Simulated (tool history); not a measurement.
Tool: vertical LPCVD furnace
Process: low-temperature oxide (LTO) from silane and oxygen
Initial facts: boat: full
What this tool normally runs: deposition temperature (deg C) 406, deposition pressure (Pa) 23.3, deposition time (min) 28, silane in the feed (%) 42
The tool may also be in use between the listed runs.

| run | day | deposition temperature (deg C) | deposition pressure (Pa) | deposition time (min) | silane in the feed (%) | read-back reference wafer on the same gauge, thickness | film thickness on the monitor wafer in the middle of the boat (Å) |
|---|---|---|---|---|---|---|---|
| 1 | 0 | 406 | 23.3 | 28 | 42 | 248.23 | 2145.4 |
| 2 | 1.946 | 403 | 23.3 | 21 | 42 | 247.45 | 1576.7 |
| 3 | 4.2 | 403 | 23.3 | 21 | 42 | 248.15 | 1552.4 |
| 4 | 5.708 | 406 | 23.3 | 28 | 42 | 248.22 | 2160.8 |
| 5 | 7.617 | 406 | 23.3 | 28 | 42 | 247.85 | 2144.3 |
| 6 | 10.2 | 406 | 23.3 | 28 | 42 | 247.88 | 2173.5 |
| 7 | 13.012 | 409 | 23.3 | 20.5 | 42 | 248.18 | 1646.5 |
|  | 14.371 | thermocouples replaced and temperature profile calibrated |
|  | 14.721 | silane flow controller replaced |
| 8 | 14.9 | 409 | 23.3 | 20.5 | 42 | 247.71 | 1653 |
| 9 | 16.438 | 409 | 23.3 | 20.5 | 42 | 248.14 | 1628.5 |
| 10 | 18.117 | 406 | 23.3 | 28 | 46 | 248.24 | 2378.4 |
| 11 | 19.546 | 406 | 23.3 | 28 | 42 | 247.57 | 2167.5 |
| 12 | 21.012 | 406 | 28 | 32.5 | 48 | 248.45 | 3450.4 |
| 13 | 22.692 | 406 | 25.3 | 28 | 42 | 247.89 | 2361.7 |
|  | 25.379 | gauge calibrated |
|  | 25.829 | pressure gauge zeroed |
| 14 | 25.85 | 406 | 20.7 | 28 | 42 | 248.49 | 1906.2 |
| 15 | 27.058 | 406 | 23.3 | 28 | 42 | 247.84 | 2150 |
| 16 | 28.842 | 399 | 28 | 18.5 | 45 | 247.47 | 1716.6 |
| 17 | 31.838 | 402 | 23.3 | 31.5 | 46 | 248.19 | 2573.3 |
| 18 | 33.721 | 406 | 23.3 | 28 | 42 | 247.7 | 2164.7 |
| 19 | 35.583 | 399 | 28 | 22 | 42 | 247.9 | 1892.2 |
| 20 | 37.467 | 406 | 20 | 28 | 42 | 248.03 | 1842.1 |
| 21 | 40.171 | 397 | 26 | 28 | 46 | 247.85 | 2404.9 |

3 ways to go on from here, each from the tool as it stands after run 21. What would each give?
| A | 40.346 | 406 | 23.3 | 28 | 36 | ? | ? |
| B | 40.346 | 397 | 23.3 | 23 | 46 | ? | ? |
| C | 40.346 | 406 | 26 | 28 | 42 | ? | ? |

| run | read-back reference wafer on the same gauge, thickness | film thickness on the monitor wafer in the middle of the boat (Å) |
|---|---|---|
| A | 247.86 | 1798.2 |
| B | 247.86 | 1778.2 |
| C | 247.86 | 2411.7 |
Stripped of hidden state, with their random variation kept, the same runs would have yielded:
| run | film thickness on the monitor wafer in the middle of the boat (Å) |
|---|---|
| A | 1798.2 |
| B | 1778.2 |
| C | 2411.7 |
